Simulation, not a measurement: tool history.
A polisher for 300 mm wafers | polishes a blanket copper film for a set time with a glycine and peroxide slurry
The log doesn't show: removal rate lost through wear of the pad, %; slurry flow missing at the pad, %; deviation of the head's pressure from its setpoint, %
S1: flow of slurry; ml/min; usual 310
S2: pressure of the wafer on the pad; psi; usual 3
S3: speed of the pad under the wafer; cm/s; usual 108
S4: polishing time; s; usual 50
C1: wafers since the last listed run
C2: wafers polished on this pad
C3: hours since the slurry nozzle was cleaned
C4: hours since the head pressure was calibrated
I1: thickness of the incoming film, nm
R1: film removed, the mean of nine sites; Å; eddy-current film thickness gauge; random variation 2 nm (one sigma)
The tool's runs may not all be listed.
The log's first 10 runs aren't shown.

{"run": 11, "hour": 463.8, "S1": 310, "S2": 3, "S3": 78, "S4": 50, "C1": 529, "C2": 2927, "C3": 183.5, "C4": 1030.6, "I1": 1262.2, "R1": 1859}
{"run": 12, "hour": 498.5, "S1": 310, "S2": 3, "S3": 108, "S4": 50, "C1": 394, "C2": 3321, "C3": 218.2, "C4": 1065.3, "I1": 1277.5, "R1": 2414}
{"hour": 532.5, "done": "worn pad replaced by a new one"}
{"run": 13, "hour": 551.1, "S1": 380, "S2": 3, "S3": 108, "S4": 50, "C1": 552, "C2": 211, "C3": 270.8, "C4": 1117.9, "I1": 1268.7, "R1": 2437}
{"run": 14, "hour": 601.3, "S1": 380, "S2": 3, "S3": 108, "S4": 50, "C1": 570, "C2": 782, "C3": 321, "C4": 1168.1, "I1": 1253.7, "R1": 2448}
{"run": 15, "hour": 655.0, "S1": 380, "S2": 3, "S3": 108, "S4": 50, "C1": 610, "C2": 1392, "C3": 374.7, "C4": 1221.8, "I1": 1282.4, "R1": 2439}
{"run": 16, "hour": 680.0, "S1": 310, "S2": 3, "S3": 108, "S4": 50, "C1": 284, "C2": 1677, "C3": 399.7, "C4": 1246.8, "I1": 1271.8, "R1": 2428}
{"hour": 700.2, "done": "head pressure recalibrated"}
{"run": 17, "hour": 720.8, "S1": 310, "S2": 3, "S3": 108, "S4": 50, "C1": 441, "C2": 2118, "C3": 440.5, "C4": 20.6, "I1": 1272.9, "R1": 2555}
{"hour": 726.2, "done": "slurry nozzle cleaned"}
{"run": 18, "hour": 778.5, "S1": 380, "S2": 3, "S3": 108, "S4": 50, "C1": 644, "C2": 2762, "C3": 52.3, "C4": 78.3, "I1": 1279.4, "R1": 2579}

Forecast run 19:
{"hour": 867.7, "done": "worn pad replaced by a new one"}
{"run": 19, "hour": 955.2, "S1": 310, "S2": 3.7, "S3": 108, "S4": 50, "C1": 1963, "C2": 995, "C3": 229, "C4": 255, "I1": 1263, "R1": "?"}

{"run 19": {"R1": 2999}}
Without the tool's hidden state the same run would have given R1 3114 Å.
